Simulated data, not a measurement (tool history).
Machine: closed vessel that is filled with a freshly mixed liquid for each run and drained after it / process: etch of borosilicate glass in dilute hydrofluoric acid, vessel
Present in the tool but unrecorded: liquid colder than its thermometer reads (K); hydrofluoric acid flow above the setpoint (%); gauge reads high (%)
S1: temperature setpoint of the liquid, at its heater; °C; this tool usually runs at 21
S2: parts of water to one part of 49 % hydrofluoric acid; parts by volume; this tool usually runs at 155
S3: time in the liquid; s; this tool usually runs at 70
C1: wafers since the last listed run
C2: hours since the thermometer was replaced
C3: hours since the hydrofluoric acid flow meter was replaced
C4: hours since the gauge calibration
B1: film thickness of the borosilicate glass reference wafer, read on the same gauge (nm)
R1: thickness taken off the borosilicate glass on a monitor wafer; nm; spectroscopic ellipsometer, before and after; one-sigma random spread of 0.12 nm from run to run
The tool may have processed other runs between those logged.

{"run": 1, "hour": 0.0, "S1": 21, "S2": 155, "S3": 85, "C1": 0, "C2": 730.9, "C3": 795.2, "C4": 725, "B1": 89.96, "R1": 15.39}
{"run": 2, "hour": 53.4, "S1": 21, "S2": 155, "S3": 85, "C1": 3658, "C2": 784.3, "C3": 848.6, "C4": 778.4, "B1": 89.97, "R1": 15.14}
{"hour": 79.0, "done": "thermometer replaced"}
{"run": 3, "hour": 120.3, "S1": 19.5, "S2": 180, "S3": 70, "C1": 4514, "C2": 41.3, "C3": 915.5, "C4": 845.3, "B1": 89.96, "R1": 10.63}
{"run": 4, "hour": 190.9, "S1": 21, "S2": 155, "S3": 70, "C1": 4836, "C2": 111.9, "C3": 986.1, "C4": 915.9, "B1": 90.05, "R1": 13.67}
{"run": 5, "hour": 258.0, "S1": 21, "S2": 155, "S3": 70, "C1": 4596, "C2": 179, "C3": 1053.2, "C4": 983, "B1": 90, "R1": 13.68}
{"run": 6, "hour": 355.2, "S1": 21, "S2": 155, "S3": 70, "C1": 6658, "C2": 276.2, "C3": 1150.4, "C4": 1080.2, "B1": 89.99, "R1": 13.67}
{"run": 7, "hour": 458.4, "S1": 21, "S2": 155, "S3": 90, "C1": 7069, "C2": 379.4, "C3": 1253.6, "C4": 1183.4, "B1": 90.02, "R1": 17.45}
{"run": 8, "hour": 515.8, "S1": 22.5, "S2": 155, "S3": 70, "C1": 3932, "C2": 436.8, "C3": 1311, "C4": 1240.8, "B1": 89.95, "R1": 14.46}
{"hour": 519.5, "done": "gauge calibrated"}
{"hour": 550.2, "done": "hydrofluoric acid flow meter replaced"}
{"run": 9, "hour": 585.2, "S1": 21, "S2": 215, "S3": 70, "C1": 4685, "C2": 506.2, "C3": 35, "C4": 65.7, "B1": 89.99, "R1": 8.05}
{"run": 10, "hour": 659.8, "S1": 21, "S2": 105, "S3": 85, "C1": 5110, "C2": 580.8, "C3": 109.6, "C4": 140.3, "B1": 90, "R1": 22.62}
{"run": 11, "hour": 756.8, "S1": 21, "S2": 105, "S3": 70, "C1": 6644, "C2": 677.8, "C3": 206.6, "C4": 237.3, "B1": 89.98, "R1": 18.71}
{"hour": 804.1, "done": "thermometer replaced"}
{"run": 12, "hour": 808.3, "S1": 21, "S2": 155, "S3": 70, "C1": 3459, "C2": 4.2, "C3": 258.1, "C4": 288.8, "B1": 89.99, "R1": 12.68}
{"run": 13, "hour": 866.5, "S1": 23.5, "S2": 130, "S3": 110, "C1": 3986, "C2": 62.4, "C3": 316.3, "C4": 347, "B1": 90.03, "R1": 26.23}
{"run": 14, "hour": 966.1, "S1": 17, "S2": 100, "S3": 50, "C1": 6823, "C2": 162, "C3": 415.9, "C4": 446.6, "B1": 89.99, "R1": 12.49}
{"run": 15, "hour": 1039.6, "S1": 21, "S2": 155, "S3": 70, "C1": 5035, "C2": 235.5, "C3": 489.4, "C4": 520.1, "B1": 90, "R1": 12.57}

Entry by entry between the runs, the difference in hidden state between the last listed run before and the first listed run after:
Logged between run 2 and run 3: thermometer replaced (hour 79)
  liquid colder than its thermometer reads (K): 1.64 -> 0.0919; hydrofluoric acid flow above the setpoint (%): 9.98 -> 10.5
  measured less the result without the state, R1: +0.67 -> +1.14 nm
Logged between run 8 and run 9: gauge calibrated (hour 519.5); hydrofluoric acid flow meter replaced (hour 550.2)
  liquid colder than its thermometer reads (K): 0.767 -> 0.885; hydrofluoric acid flow above the setpoint (%): 13.8 -> 1.98
  measured less the result without the state, R1: +1.64 -> -0.08 nm
Logged between run 11 and run 12: thermometer replaced (hour 804.1)
  liquid colder than its thermometer reads (K): 1.18 -> 0.117; hydrofluoric acid flow above the setpoint (%): 3.42 -> 3.85
  measured less the result without the state, R1: -0.2 -> +0.48 nm

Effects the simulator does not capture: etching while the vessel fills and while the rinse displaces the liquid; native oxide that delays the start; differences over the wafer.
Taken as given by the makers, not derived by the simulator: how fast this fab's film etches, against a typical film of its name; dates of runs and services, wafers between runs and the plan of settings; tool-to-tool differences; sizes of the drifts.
